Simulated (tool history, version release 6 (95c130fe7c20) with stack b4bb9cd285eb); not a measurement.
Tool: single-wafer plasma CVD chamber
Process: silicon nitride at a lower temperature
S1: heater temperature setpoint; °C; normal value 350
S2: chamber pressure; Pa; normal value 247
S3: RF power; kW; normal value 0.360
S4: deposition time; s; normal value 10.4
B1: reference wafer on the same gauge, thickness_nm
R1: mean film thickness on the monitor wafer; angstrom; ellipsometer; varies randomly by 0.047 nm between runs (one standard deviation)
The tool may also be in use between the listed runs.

run	hour	S1	S2	S3	S4	B1	R1
1	0.0	350	247	0.315	11.9	13.996	143.96
2	53.5	350	247	0.360	10.4	13.998	131.06
3	95.4	350	276	0.360	10.4	13.983	136.97
4	144.1	350	276	0.360	10.4	14.017	136.25
5	199.2	350	247	0.360	10.4	14.008	131.05
# hour 368.7: thermocouple changed; heater temperature recalibrated
6	378.7	350	247	0.360	10.4	13.995	129.87
# hour 423.7: RF generator calibrated
7	447.0	350	247	0.360	10.4	13.977	132.57
8	499.0	350	247	0.360	10.9	13.979	138.18
9	563.6	350	247	0.360	10.9	14.009	138.76
10	588.6	350	247	0.360	10.4	14.003	131.07
11	647.9	350	247	0.360	10.4	14.015	131.43
12	708.7	350	247	0.360	10.4	13.994	131.37
13	733.5	350	247	0.335	9.8	14.001	120.65
14	777.4	350	247	0.360	10.4	14.003	131.44
15	809.5	343	247	0.380	11.4	14.006	146.24
16	848.3	350	247	0.360	10.4	14.014	130.21
# hour 901.0: capacitance manometer re-zeroed and calibrated
17	917.7	350	299	0.295	10.4	13.996	136.02
18	965.3	355	211	0.340	9.4	14.004	113.54
# hour 977.9: gauge calibrated
19	1025.0	365	247	0.360	11.1	13.989	144.49
20	1055.7	363	291	0.325	11.0	14.000	145.09
# hour 1083.8: showerhead replaced
21	1113.8	350	247	0.360	10.4	13.999	135.49
22	1184.0	362	247	0.360	10.4	14.003	134.34
23	1244.1	350	247	0.360	10.4	14.017	133.96
24	1271.0	350	247	0.360	10.4	14.013	134.29
# hour 1304.7: RF generator calibrated
25	1317.2	350	301	0.415	10.4	14.008	153.94
26	1367.1	350	247	0.360	10.4	13.999	135.00
27	1417.7	350	247	0.360	9.8	13.985	127.61

Branching from run 27: 5 alternative next runs. What would each branch give?
A	1418.1	338	247	0.360	10.4	?	?
B	1418.1	357	247	0.360	10.4	?	?
C	1418.1	350	247	0.395	10.4	?	?
D	1418.1	350	247	0.360	9.6	?	?
E	1418.1	355	211	0.340	10.4	?	?

run	B1	R1
A	13.989	136.52
B	13.989	135.42
C	13.989	140.02
D	13.989	125.40
E	13.989	125.14
The same runs, with their run-to-run variation unchanged, on a tool lacking any hidden condition would have given:
run	R1
A	138.56
B	137.45
C	142.11
D	127.28
E	127.06
